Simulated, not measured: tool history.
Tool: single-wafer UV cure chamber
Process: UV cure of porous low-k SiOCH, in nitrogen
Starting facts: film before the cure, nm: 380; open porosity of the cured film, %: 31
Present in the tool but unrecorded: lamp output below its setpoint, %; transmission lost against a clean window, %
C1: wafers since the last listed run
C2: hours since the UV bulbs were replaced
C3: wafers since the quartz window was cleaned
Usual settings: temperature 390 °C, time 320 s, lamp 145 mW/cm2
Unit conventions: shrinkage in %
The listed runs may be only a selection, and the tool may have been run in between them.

Run 1, hour 0.0: usual settings; C1 0; C2 1708.8; C3 715. Result: shrinkage 16.902 %.
Run 2, hour 107.4: usual settings; C1 1023; C2 1816.2; C3 1739. Result: shrinkage 16.015 %.
Run 3, hour 182.8: usual settings but lamp 171 mW/cm2; C1 718; C2 1891.6; C3 2457. Result: shrinkage 16.786 %.
Run 4, hour 265.5: usual settings but lamp 171 mW/cm2; C1 788; C2 1974.3; C3 3245. Result: shrinkage 16.651 %.
Run 5, hour 307.1: usual settings but lamp 171 mW/cm2; C1 396; C2 2015.9; C3 3642. Result: shrinkage 16.666 %.
Run 6, hour 355.9: usual settings; C1 465; C2 2064.7; C3 4107. Result: shrinkage 16.054 %.
Run 7, hour 427.5: usual settings but time 370 s; C1 682; C2 2136.3; C3 4789. Result: shrinkage 16.817 %.
Run 8, hour 530.1: usual settings; C1 977; C2 2238.9; C3 5766. Result: shrinkage 16.085 %.
At hour 591.2: quartz window cleaned.
Run 9, hour 632.1: usual settings; C1 895; C2 2340.9; C3 389. Result: shrinkage 16.637 %.
Run 10, hour 696.8: usual settings; C1 616; C2 2405.6; C3 1006. Result: shrinkage 16.072 %.
Run 11, hour 785.9: usual settings but time 250 s; C1 849; C2 2494.7; C3 1855. Result: shrinkage 14.848 %.
Run 12, hour 1006.8: usual settings but temperature 395 °C; C1 2104; C2 2715.6; C3 3960. Result: shrinkage 15.882 %.
At hour 1029.9: UV bulbs replaced.
Run 13, hour 1100.1: usual settings but temperature 395 °C; C1 812; C2 70.2; C3 4772. Result: shrinkage 15.870 %.
At hour 1176.8: quartz window cleaned.
Run 14, hour 1205.5: usual settings but temperature 395 °C; C1 928; C2 175.6; C3 273. Result: shrinkage 17.167 %.
Run 15, hour 1297.9: usual settings; C1 880; C2 268.0; C3 1154. Result: shrinkage 16.714 %.
Run 16, hour 1380.7: usual settings but temperature 405 °C; C1 788; C2 350.8; C3 1943. Result: shrinkage 16.826 %.
Run 17, hour 1420.4: usual settings but temperature 405 °C; C1 378; C2 390.5; C3 2321. Result: shrinkage 16.892 %.
Run 18, hour 1472.8: usual settings; C1 499; C2 442.9; C3 2820. Result: shrinkage 16.052 %.
Run 19, hour 1555.6: usual settings; C1 788; C2 525.7; C3 3609. Result: shrinkage 15.956 %.
Run 20, hour 1592.6: usual settings but temperature 404 °C; C1 352; C2 562.7; C3 3962. Result: shrinkage 16.645 %.
Run 21, hour 1683.4: usual settings but temperature 382 °C; C1 865; C2 653.5; C3 4827. Result: shrinkage 15.508 %.
At hour 1745.1: quartz window cleaned.
Run 22, hour 1916.2: usual settings but temperature 379 °C, lamp 182 mW/cm2; C1 2142; C2 886.3; C3 1630. Result: shrinkage 17.204 %.
Run 23, hour 1994.5: usual settings but time 420 s; C1 746; C2 964.6; C3 2376. Result: shrinkage 17.414 %.
Run 24, hour 2060.2: usual settings; C1 626; C2 1030.3; C3 3002. Result: shrinkage 15.934 %.
Run 25, hour 2127.0: usual settings but temperature 373 °C, time 205 s, lamp 115 mW/cm2; C1 636; C2 1097.1; C3 3638. Result: shrinkage 12.385 %.
Run 26, hour 2221.2: usual settings but temperature 405 °C, time 270 s, lamp 124 mW/cm2; C1 897; C2 1191.3; C3 4536. Result: shrinkage 14.368 %.
At hour 2308.1: quartz window cleaned.
Run 27, hour 2308.6: usual settings but temperature 399 °C, time 190 s, lamp 177 mW/cm2; C1 756; C2 1278.7; C3 4. Result: shrinkage 15.650 %.
Run 28, hour 2359.0: usual settings but temperature 381 °C, lamp 162 mW/cm2; C1 480; C2 1329.1; C3 484. Result: shrinkage 17.054 %.
Run 29, hour 2426.8: usual settings but temperature 377 °C, lamp 126 mW/cm2; C1 646; C2 1396.9; C3 1130. Result: shrinkage 15.376 %.
Run 30, hour 2493.3: usual settings; C1 633; C2 1463.4; C3 1764. Result: shrinkage 16.134 %.
Run 31, hour 2546.7: usual settings but time 145 s; C1 508; C2 1516.8; C3 2273. Result: shrinkage 12.124 %.
Run 32, hour 2622.4: usual settings but temperature 407 °C; C1 721; C2 1592.5; C3 2994. Result: shrinkage 16.110 %.
Run 33, hour 2717.7: usual settings but temperature 395 °C; C1 908; C2 1687.8; C3 3902. Result: shrinkage 16.250 %.
Run 34, hour 2794.7: usual settings; C1 733; C2 1764.8; C3 4636. Result: shrinkage 16.027 %.

For run 35, what comes out?
Run 35, hour 2882.8: usual settings but time 255 s, lamp 172 mW/cm2; C1 839; C2 1852.9; C3 5475. Result: shrinkage ?.

Run 35 yielded shrinkage 15.144 %.
Had the tool carried no hidden state, the very same run would have given shrinkage 16.344 %.

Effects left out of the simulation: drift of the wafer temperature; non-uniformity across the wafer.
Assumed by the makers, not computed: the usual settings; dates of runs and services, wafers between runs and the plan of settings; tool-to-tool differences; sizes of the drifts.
